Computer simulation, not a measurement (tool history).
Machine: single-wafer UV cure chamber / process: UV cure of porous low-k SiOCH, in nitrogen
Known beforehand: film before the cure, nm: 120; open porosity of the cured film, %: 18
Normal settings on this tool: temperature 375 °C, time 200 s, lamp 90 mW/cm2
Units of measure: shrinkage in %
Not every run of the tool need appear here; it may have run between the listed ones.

run,hour,temperature,time,lamp,shrinkage
1,0.0,375,200,66,8.472
2,38.4,364,200,90,9.762
# hour 85.2: quartz window cleaned
3,99.7,364,200,90,10.151
4,162.1,364,200,90,9.866
5,258.0,375,200,90,9.913
6,304.4,375,200,90,10.107
7,378.3,375,200,90,9.545
# hour 420.8: UV bulbs replaced
8,483.6,375,275,90,11.116
9,531.5,375,275,90,10.729
# hour 594.5: quartz window cleaned
10,664.6,368,230,90,10.619
11,978.7,375,200,90,9.914
# hour 1072.1: quartz window cleaned
12,1075.4,375,200,90,10.397
13,1152.4,380,200,90,10.176
14,1240.8,386,200,90,10.159
15,1287.5,386,200,90,10.231

Run 16, settings as shown, results not yet in. Your forecast:
16,1394.7,375,200,90,?

{"run 16": {"shrinkage": 9.664}}
Without the tool's hidden state the same run would have given shrinkage 10.049 %.
